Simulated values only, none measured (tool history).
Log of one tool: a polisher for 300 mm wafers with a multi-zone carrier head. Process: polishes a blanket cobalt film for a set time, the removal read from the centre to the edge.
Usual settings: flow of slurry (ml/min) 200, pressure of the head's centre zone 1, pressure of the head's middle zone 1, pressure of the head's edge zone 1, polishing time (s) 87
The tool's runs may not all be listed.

run,hour,flow of slurry (ml/min),pressure of the head's centre zone,pressure of the head's middle zone,pressure of the head's edge zone,polishing time (s),"incoming thickness of the incoming film, nm",film removed at the wafer's centre (angstrom),film removed at mid-radius (angstrom),film removed at the wafer's edge (angstrom)
1,0,200,1,1,1,70,1580.2,2600,2497,2588
2,50.5,200,1,1,1,87,1591.9,3234,3163,3197
3,150.4,225,1,1,1,87,1583.2,3223,3069,3105
4,191.6,225,1,1,1,87,1587.1,3157,2947,3095
# hour 212.9: worn pad replaced by a new one
5,253.3,200,0.91,1.04,1,87,1579.5,3041,3222,3159
# hour 319.6: edge zone pressure recalibrated
6,348,200,0.91,1.04,1,87,1612.6,2921,3107,3117
7,404.8,200,0.91,1.04,1,87,1583.3,2869,3042,3075
# hour 431.7: slurry nozzle cleaned
8,449.4,200,1.07,0.92,1,111,1584.5,4519,3896,4175
# hour 458.3: carrier head's membrane replaced by a new one
9,532.8,140,1,0.93,1,87,1569.6,3169,2919,3047
# hour 536.9: centre zone pressure recalibrated
10,573.4,200,1.11,1,1.1,87,1586.8,3543,3098,3219
11,633.6,135,0.9,1.03,0.89,87,1585.6,2867,3051,2880
12,696.2,200,1,1,1,102,1576.7,3759,3515,3673
# hour 716.9: worn pad replaced by a new one
# hour 776.4: edge zone pressure recalibrated
13,793.3,200,1.1,1,0.94,66,1602.4,2651,2361,2355
14,896.6,200,1,1,1,87,1590.8,3202,3014,3126
# hour 915.7: slurry nozzle cleaned
15,996.8,200,1,1,1,87,1589.2,3345,3185,3221
16,1059.6,200,1,1,1,87,1552.3,3345,3097,3170
# hour 1219.7: edge zone pressure recalibrated
# hour 1227.3: worn pad replaced by a new one
17,1295,240,0.9,1.1,1.08,87,1587.5,3061,3301,3306
18,1356,200,0.91,1,1,87,1580.7,2950,3051,3096
# hour 1402: slurry nozzle cleaned
# hour 1402.6: centre zone pressure recalibrated
19,1461.6,230,1,0.89,0.95,74,1593.3,2876,2494,2741
20,1676,200,1,1,0.88,95,1585,3434,3294,3201
21,1740,200,1,0.91,0.91,87,1580.1,3068,2766,2918

Forecast each of these 5 alternatives for the next run:
A,1740.4,200,0.95,1,1,87,1589.6,?,?,?
B,1740.4,235,1.1,1.05,1.11,87,1589.6,?,?,?
C,1740.4,200,1,0.94,1,87,1589.6,?,?,?
D,1740.4,200,0.89,0.9,1,63,1589.6,?,?,?
E,1740.4,145,1.08,1.11,0.89,87,1589.6,?,?,?

run,film removed at the wafer's centre (angstrom),film removed at mid-radius (angstrom),film removed at the wafer's edge (angstrom)
A,2962,3008,3003
B,3396,3169,3175
C,3080,2889,3005
D,2041,2036,2177
E,3109,3083,2782
Without the tool's hidden state the same runs would have given:
run,film removed at the wafer's centre (angstrom),film removed at mid-radius (angstrom),film removed at the wafer's edge (angstrom)
A,3319,3354,3312
B,3786,3518,3491
C,3450,3221,3314
D,2287,2269,2401
E,3522,3469,3087

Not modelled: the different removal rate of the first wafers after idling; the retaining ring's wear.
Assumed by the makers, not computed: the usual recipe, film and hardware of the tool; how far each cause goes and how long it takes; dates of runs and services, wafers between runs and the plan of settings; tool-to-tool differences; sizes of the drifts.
